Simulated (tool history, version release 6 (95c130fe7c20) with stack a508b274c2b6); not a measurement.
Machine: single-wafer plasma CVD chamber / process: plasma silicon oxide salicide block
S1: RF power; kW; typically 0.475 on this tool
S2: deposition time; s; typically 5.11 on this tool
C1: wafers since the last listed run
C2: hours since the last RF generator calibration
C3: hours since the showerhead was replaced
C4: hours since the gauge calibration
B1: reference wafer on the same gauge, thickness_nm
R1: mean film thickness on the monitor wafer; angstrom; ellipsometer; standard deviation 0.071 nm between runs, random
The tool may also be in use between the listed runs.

run 1 day=0.000 | S1=0.475 S2=5.65 | C1=0 C2=1324.9 C3=5585.7 C4=258.1 | B1=52.984 | R1=525.93
run 2 day=1.388 | S1=0.475 S2=5.65 | C1=998 C2=1358.2 C3=5619.0 C4=291.4 | B1=52.986 | R1=526.45
run 3 day=2.596 | S1=0.475 S2=5.65 | C1=869 C2=1387.2 C3=5648.0 C4=320.4 | B1=52.993 | R1=525.30
run 4 day=3.971 | S1=0.475 S2=5.11 | C1=989 C2=1420.2 C3=5681.0 C4=353.4 | B1=52.997 | R1=475.36
run 5 day=4.717 | S1=0.475 S2=5.11 | C1=536 C2=1438.1 C3=5698.9 C4=371.3 | B1=52.997 | R1=475.59
run 6 day=5.292 | S1=0.475 S2=5.11 | C1=413 C2=1451.9 C3=5712.7 C4=385.1 | B1=53.010 | R1=474.82
-- day=6.608 showerhead replaced
run 7 day=6.629 | S1=0.475 S2=5.11 | C1=722 C2=1484.0 C3=0.5 C4=417.2 | B1=52.985 | R1=475.68
run 8 day=7.888 | S1=0.530 S2=5.11 | C1=905 C2=1514.2 C3=30.7 C4=447.4 | B1=53.010 | R1=483.82
run 9 day=8.512 | S1=0.530 S2=5.11 | C1=449 C2=1529.2 C3=45.7 C4=462.4 | B1=53.002 | R1=482.39
run 10 day=9.371 | S1=0.530 S2=5.11 | C1=617 C2=1549.8 C3=66.3 C4=483.0 | B1=53.001 | R1=484.31
run 11 day=10.350 | S1=0.475 S2=5.11 | C1=704 C2=1573.3 C3=89.8 C4=506.5 | B1=53.006 | R1=475.02
-- day=10.858 gauge calibrated
run 12 day=11.471 | S1=0.475 S2=5.65 | C1=806 C2=1600.2 C3=116.7 C4=14.7 | B1=52.998 | R1=526.41
run 13 day=12.683 | S1=0.475 S2=5.11 | C1=872 C2=1629.3 C3=145.8 C4=43.8 | B1=53.007 | R1=475.97
run 14 day=13.717 | S1=0.390 S2=5.53 | C1=743 C2=1654.1 C3=170.6 C4=68.6 | B1=53.004 | R1=501.93
run 15 day=14.842 | S1=0.500 S2=5.58 | C1=809 C2=1681.1 C3=197.6 C4=95.6 | B1=52.995 | R1=522.56
run 16 day=15.825 | S1=0.475 S2=5.11 | C1=707 C2=1704.7 C3=221.2 C4=119.2 | B1=52.991 | R1=474.67
-- day=17.008 RF generator calibrated
run 17 day=17.029 | S1=0.550 S2=4.79 | C1=626 C2=0.5 C3=250.1 C4=148.1 | B1=53.005 | R1=455.50
run 18 day=18.050 | S1=0.450 S2=5.11 | C1=734 C2=25.0 C3=274.6 C4=172.6 | B1=52.997 | R1=470.44
run 19 day=18.617 | S1=0.475 S2=4.19 | C1=407 C2=38.6 C3=288.2 C4=186.2 | B1=53.000 | R1=389.39

Expected results for the next run?
run 20 day=19.958 | S1=0.540 S2=5.11 | C1=965 C2=70.8 C3=320.4 C4=218.4 | B1=? | R1=?

{"run 20": {"B1": 53.01, "R1": 484.81}}
The same run, on a tool lacking any hidden state, would have yielded R1 484.81 angstrom.
